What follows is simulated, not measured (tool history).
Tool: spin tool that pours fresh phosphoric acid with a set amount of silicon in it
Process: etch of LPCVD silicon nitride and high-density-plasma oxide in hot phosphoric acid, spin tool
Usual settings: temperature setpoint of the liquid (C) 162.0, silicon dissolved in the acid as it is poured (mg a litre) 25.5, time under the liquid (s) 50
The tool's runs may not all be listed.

run   hour  temperature setpoint of the liquid (C)  silicon dissolved in the acid as it is poured (mg a litre)  time under the liquid (s)  read-back film thickness of the LPCVD silicon nitride reference wafer, read on the same gauge (nm)  read-back film thickness of the high-density-plasma oxide reference wafer, read on the same gauge (nm)  thickness taken off the LPCVD silicon nitride on a monitor wafer (Å)  thickness taken off the high-density-plasma oxide on a monitor wafer (Å)
  1    0.0                                   162.0                                                        37.5                         45                                                                                              80.012                                                                                                 110.031                                                                 39.33                                                                      0.57
  2   13.2                                   162.0                                                        25.5                         50                                                                                              80.023                                                                                                 110.006                                                                 43.30                                                                      0.75
  3   37.9                                   162.0                                                        25.5                         50                                                                                              79.980                                                                                                 109.988                                                                 43.47                                                                      1.16
  4   53.4                                   162.0                                                        25.5                         50                                                                                              80.041                                                                                                 110.034                                                                 43.44                                                                      0.97
  5   71.3                                   162.0                                                        25.5                         50                                                                                              80.015                                                                                                 110.016                                                                 43.27                                                                      1.09
  6   98.2                                   162.0                                                        25.5                         50                                                                                              79.988                                                                                                 110.012                                                                 43.62                                                                      0.99
  7  130.2                                   162.0                                                        25.5                         50                                                                                              79.958                                                                                                 110.019                                                                 43.06                                                                      0.73
  8  161.7                                   162.0                                                        25.5                         50                                                                                              79.979                                                                                                 110.019                                                                 43.04                                                                      0.93
  9  183.5                                   162.0                                                        25.5                         50                                                                                              80.038                                                                                                 110.007                                                                 42.95                                                                      1.06
     191.0  -- thermometer replaced
 10  213.9                                   162.0                                                        25.5                         50                                                                                              80.039                                                                                                 109.999                                                                 40.91                                                                      0.76
     221.6  -- gauge calibrated
 11  238.4                                   165.0                                                        43.5                         25                                                                                              79.983                                                                                                 110.041                                                                 22.45                                                                      0.25
     245.8  -- heated supply line repaired
 12  265.3                                   163.5                                                        43.5                         50                                                                                              80.003                                                                                                 110.028                                                                 43.03                                                                      0.41
     278.3  -- thermometer replaced, repeated, since the last time left the tool worse
 13  289.1                                   162.0                                                        33.5                         50                                                                                              80.023                                                                                                 110.007                                                                 45.36                                                                      0.97
 14  322.9                                   165.0                                                        31.5                         50                                                                                              79.976                                                                                                 109.981                                                                 49.76                                                                      1.15
     344.5  -- dissolved silicon flow meter replaced
 15  358.2                                   163.5                                                         9.0                         80                                                                                              79.996                                                                                                 109.996                                                                 75.38                                                                      2.58
 16  376.1                                   163.0                                                        43.0                         40                                                                                              80.013                                                                                                 109.983                                                                 37.32                                                                      0.38
 17  397.6                                   162.0                                                        25.5                         50                                                                                              79.991                                                                                                 109.996                                                                 44.84                                                                      0.78
 18  410.5                                   161.0                                                         6.0                         40                                                                                              80.014                                                                                                 110.001                                                                 34.42                                                                      1.86
 19  445.6                                   162.0                                                        41.0                         50                                                                                              79.991                                                                                                 109.988                                                                 44.56                                                                      0.62

Some steps in thickness taken off the LPCVD silicon nitride on a monitor wafer (Å) between neighbouring runs. How much of each would the tool show without its hidden state too (settings, what came in, random variation), and how much is left for the hidden state, with any gauge scatter that isn't in both results?
The hidden state here: liquid colder than its thermometer reads (K); dissolved silicon flow below the setpoint (%); temperature lost on the way to the wafer (K); gauge reads high (%).
Run 12 -> 13: temperature setpoint of the liquid (C) 163.5 -> 162.0, silicon dissolved in the acid as it is poured (mg a litre) 43.5 -> 33.5, thermometer replaced, repeated, since the last time left the tool worse. thickness taken off the LPCVD silicon nitride on a monitor wafer (Å) +2.33: hidden state +4.70, all else -2.37.
Run 15 -> 16: temperature setpoint of the liquid (C) 163.5 -> 163.0, silicon dissolved in the acid as it is poured (mg a litre) 9.0 -> 43.0, time under the liquid (s) 80 -> 40. thickness taken off the LPCVD silicon nitride on a monitor wafer (Å) -38.06: hidden state +0.28, all else -38.34.
